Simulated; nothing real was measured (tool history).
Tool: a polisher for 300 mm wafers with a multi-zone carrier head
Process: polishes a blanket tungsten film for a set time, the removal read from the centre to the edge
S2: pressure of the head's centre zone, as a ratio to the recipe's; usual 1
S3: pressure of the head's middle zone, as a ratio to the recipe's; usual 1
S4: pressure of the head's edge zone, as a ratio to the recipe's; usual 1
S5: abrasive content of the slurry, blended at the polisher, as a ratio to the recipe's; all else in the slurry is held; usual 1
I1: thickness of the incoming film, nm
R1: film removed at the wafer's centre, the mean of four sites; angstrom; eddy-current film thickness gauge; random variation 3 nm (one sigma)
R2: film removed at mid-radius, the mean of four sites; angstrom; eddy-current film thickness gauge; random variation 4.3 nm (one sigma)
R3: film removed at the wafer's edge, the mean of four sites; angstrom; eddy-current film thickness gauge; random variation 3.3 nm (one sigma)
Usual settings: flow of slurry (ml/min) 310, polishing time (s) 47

Run 1, hour 0: usual settings; I1 1047.7. Result: R1 2794 angstrom, R2 2640 angstrom, R3 2919 angstrom.
Run 2, hour 51.6: usual settings but flow of slurry (ml/min) 355, S2 0.9; I1 1054.6. Result: R1 2551 angstrom, R2 2714 angstrom, R3 2900 angstrom.
At hour 61.6: worn pad replaced by a new one.
At hour 70.7: slurry nozzle cleaned, repeated, since the last time left the tool worse.
Run 3, hour 119.1: usual settings but S2 1.04, polishing time (s) 37; I1 1065.8. Result: R1 2562 angstrom, R2 2293 angstrom, R3 2460 angstrom.
Run 4, hour 195.8: usual settings but S5 0.8, polishing time (s) 34; I1 1042.3. Result: R1 2165 angstrom, R2 2095 angstrom, R3 2170 angstrom.
At hour 232.6: centre zone pressure recalibrated.
Run 5, hour 289.7: usual settings but flow of slurry (ml/min) 215, S3 0.92, S5 1.15; I1 1057.5. Result: R1 3007 angstrom, R2 2718 angstrom, R3 3022 angstrom.
Run 6, hour 358.9: usual settings but flow of slurry (ml/min) 345; I1 1055.8. Result: R1 3157 angstrom, R2 2965 angstrom, R3 3124 angstrom.
At hour 385: edge zone pressure recalibrated.
Run 7, hour 406.7: usual settings but polishing time (s) 43; I1 1055.4. Result: R1 2845 angstrom, R2 2768 angstrom, R3 2793 angstrom.
Run 8, hour 490.5: usual settings; I1 1039.3. Result: R1 3106 angstrom, R2 2940 angstrom, R3 3036 angstrom.
Run 9, hour 582.5: usual settings but flow of slurry (ml/min) 220, S2 0.96; I1 1033.1. Result: R1 2748 angstrom, R2 2775 angstrom, R3 2960 angstrom.
At hour 636.3: slurry nozzle cleaned.
Run 10, hour 662.6: usual settings but flow of slurry (ml/min) 270, polishing time (s) 35; I1 1058. Result: R1 2258 angstrom, R2 2206 angstrom, R3 2268 angstrom.
At hour 723.7: worn pad replaced by a new one.
Run 11, hour 753.6: usual settings but S4 1.1, polishing time (s) 60; I1 1046.7. Result: R1 3998 angstrom, R2 3828 angstrom, R3 4112 angstrom.
Run 12, hour 842.9: usual settings but S3 1.07, S4 1.05; I1 1044.9. Result: R1 3157 angstrom, R2 3128 angstrom, R3 3130 angstrom.
At hour 850.4: centre zone pressure recalibrated.
Run 13, hour 898.9: usual settings but polishing time (s) 57; I1 1037.3. Result: R1 3754 angstrom, R2 3584 angstrom, R3 3705 angstrom.
Run 14, hour 964.5: usual settings; I1 1043.7. Result: R1 3079 angstrom, R2 2994 angstrom, R3 3091 angstrom.
At hour 983.8: edge zone pressure recalibrated.
Run 15, hour 1009.7: usual settings but S4 0.93, S5 0.75; I1 1049.5. Result: R1 2948 angstrom, R2 2796 angstrom, R3 2780 angstrom.
Run 16, hour 1109.7: usual settings but S2 1.11, S3 1.07, S5 0.9, polishing time (s) 53; I1 1058.8. Result: R1 3799 angstrom, R2 3446 angstrom, R3 3343 angstrom.
Run 17, hour 1176.8: usual settings but flow of slurry (ml/min) 340, S3 0.92, S4 0.96, S5 1.2; I1 1054.1. Result: R1 3221 angstrom, R2 2891 angstrom, R3 3167 angstrom.
Run 18, hour 1256.3: usual settings but S2 1.08, S4 1.06, polishing time (s) 32; I1 1062. Result: R1 2235 angstrom, R2 1968 angstrom, R3 2163 angstrom.
At hour 1298: slurry nozzle cleaned.
At hour 1335.8: worn pad replaced by a new one.
Run 19, hour 1345.9: usual settings; I1 1040.3. Result: R1 3105 angstrom, R2 3001 angstrom, R3 3051 angstrom.
At hour 1353.7: centre zone pressure recalibrated.
Run 20, hour 1440.6: usual settings; I1 1031.6. Result: R1 3096 angstrom, R2 2999 angstrom, R3 3014 angstrom.

5 ways to go on from here, each from the tool as it stands after run 20. What would each give?
Run A, hour 1441: usual settings; I1 1053. Result: R1 ?, R2 ?, R3 ?.
Run B, hour 1441: usual settings but S4 1.06; I1 1053. Result: R1 ?, R2 ?, R3 ?.
Run C, hour 1441: usual settings but S5 1.25; I1 1053. Result: R1 ?, R2 ?, R3 ?.
Run D, hour 1441: usual settings but flow of slurry (ml/min) 240; I1 1053. Result: R1 ?, R2 ?, R3 ?.
Run E, hour 1441: usual settings but flow of slurry (ml/min) 340, S3 0.97, S5 1.3, polishing time (s) 32; I1 1053. Result: R1 ?, R2 ?, R3 ?.

run    R1    R2    R3
  A  3106  2880  3117
  B  3106  2880  3196
  C  3257  3020  3268
  D  2998  2790  3043
  E  2259  2041  2261
Without the tool's hidden state the same runs would have given:
run    R1    R2    R3
  A  3116  2888  3124
  B  3116  2888  3203
  C  3267  3029  3276
  D  3011  2801  3052
  E  2266  2047  2266
